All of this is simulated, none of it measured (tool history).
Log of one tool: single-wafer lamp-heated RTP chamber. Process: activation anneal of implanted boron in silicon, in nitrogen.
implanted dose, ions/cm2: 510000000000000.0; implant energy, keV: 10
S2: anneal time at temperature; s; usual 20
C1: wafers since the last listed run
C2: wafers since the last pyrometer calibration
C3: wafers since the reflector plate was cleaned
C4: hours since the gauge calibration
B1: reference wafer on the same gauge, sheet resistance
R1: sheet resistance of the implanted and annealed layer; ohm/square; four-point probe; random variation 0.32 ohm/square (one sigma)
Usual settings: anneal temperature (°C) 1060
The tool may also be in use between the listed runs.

run 1 hour=0.0 | anneal_temperature_(°C)=1060 S2=20 | C1=0 C2=7058 C3=6108 C4=1468.1 | B1=183.19 | R1=208.99
-- hour=8.5 gauge calibrated
run 2 hour=37.0 | anneal_temperature_(°C)=1060 S2=20 | C1=642 C2=7701 C3=6751 C4=28.5 | B1=185.42 | R1=212.41
run 3 hour=139.4 | anneal_temperature_(°C)=1060 S2=20 | C1=1778 C2=9480 C3=8530 C4=130.9 | B1=185.08 | R1=212.02
-- hour=196.6 pyrometer window cleaned and pyrometer calibrated
run 4 hour=201.6 | anneal_temperature_(°C)=1060 S2=20 | C1=941 C2=87 C3=9472 C4=193.1 | B1=184.90 | R1=211.06
run 5 hour=240.4 | anneal_temperature_(°C)=1060 S2=20 | C1=674 C2=761 C3=10146 C4=231.9 | B1=184.88 | R1=211.61
-- hour=271.1 reflector plate cleaned
run 6 hour=285.5 | anneal_temperature_(°C)=1060 S2=20 | C1=644 C2=1405 C3=250 C4=277.0 | B1=184.68 | R1=211.45
run 7 hour=323.3 | anneal_temperature_(°C)=1060 S2=20 | C1=656 C2=2062 C3=907 C4=314.8 | B1=184.69 | R1=211.59
run 8 hour=543.2 | anneal_temperature_(°C)=1060 S2=20 | C1=3820 C2=5882 C3=4727 C4=534.7 | B1=184.28 | R1=210.80
run 9 hour=581.9 | anneal_temperature_(°C)=1060 S2=25 | C1=672 C2=6554 C3=5399 C4=573.4 | B1=184.25 | R1=210.15
run 10 hour=663.6 | anneal_temperature_(°C)=1060 S2=25 | C1=1419 C2=7974 C3=6819 C4=655.1 | B1=184.19 | R1=209.61
run 11 hour=716.2 | anneal_temperature_(°C)=1060 S2=25 | C1=913 C2=8887 C3=7732 C4=707.7 | B1=184.12 | R1=210.03
run 12 hour=775.3 | anneal_temperature_(°C)=1054 S2=20 | C1=1026 C2=9914 C3=8759 C4=766.8 | B1=184.04 | R1=211.67
run 13 hour=855.3 | anneal_temperature_(°C)=1054 S2=20 | C1=1389 C2=11304 C3=10149 C4=846.8 | B1=184.02 | R1=211.09
-- hour=906.4 pyrometer window cleaned and pyrometer calibrated
run 14 hour=914.1 | anneal_temperature_(°C)=1060 S2=20 | C1=882 C2=134 C3=11031 C4=905.6 | B1=183.95 | R1=210.31
-- hour=990.9 reflector plate cleaned
run 15 hour=1017.0 | anneal_temperature_(°C)=1089 S2=12 | C1=1648 C2=1782 C3=453 C4=1008.5 | B1=183.81 | R1=210.17
run 16 hour=1109.0 | anneal_temperature_(°C)=1051 S2=12 | C1=1598 C2=3380 C3=2052 C4=1100.5 | B1=183.91 | R1=211.85
run 17 hour=1211.4 | anneal_temperature_(°C)=1040 S2=13 | C1=1778 C2=5159 C3=3831 C4=1202.9 | B1=183.88 | R1=211.70
run 18 hour=1257.9 | anneal_temperature_(°C)=1088 S2=12 | C1=807 C2=5967 C3=4638 C4=1249.4 | B1=183.82 | R1=210.68
run 19 hour=1297.5 | anneal_temperature_(°C)=1072 S2=11 | C1=687 C2=6655 C3=5326 C4=1289.0 | B1=183.72 | R1=211.64
run 20 hour=1377.9 | anneal_temperature_(°C)=1079 S2=11 | C1=1396 C2=8052 C3=6723 C4=1369.4 | B1=183.72 | R1=211.67
run 21 hour=1474.4 | anneal_temperature_(°C)=1070 S2=26 | C1=1676 C2=9728 C3=8399 C4=1465.9 | B1=183.67 | R1=208.30
run 22 hour=1545.1 | anneal_temperature_(°C)=1082 S2=28 | C1=1228 C2=10956 C3=9627 C4=1536.6 | B1=183.65 | R1=207.27
-- hour=1553.9 reflector plate cleaned
-- hour=1630.8 pyrometer window cleaned and pyrometer calibrated
run 23 hour=1639.1 | anneal_temperature_(°C)=1060 S2=20 | C1=1354 C2=145 C3=1340 C4=1630.6 | B1=183.73 | R1=210.42
run 24 hour=1685.9 | anneal_temperature_(°C)=1042 S2=15 | C1=812 C2=958 C3=2153 C4=1677.4 | B1=183.69 | R1=211.53
run 25 hour=1770.2 | anneal_temperature_(°C)=1051 S2=15 | C1=1464 C2=2422 C3=3618 C4=1761.7 | B1=183.67 | R1=211.13

Forecast run 26:
run 26 hour=1830.4 | anneal_temperature_(°C)=1060 S2=20 | C1=1045 C2=3468 C3=4663 C4=1821.9 | B1=? | R1=?

B1: 183.69
R1: 210.33 ohm/square
Without the tool's hidden state the same run would have given R1 211.89 ohm/square.
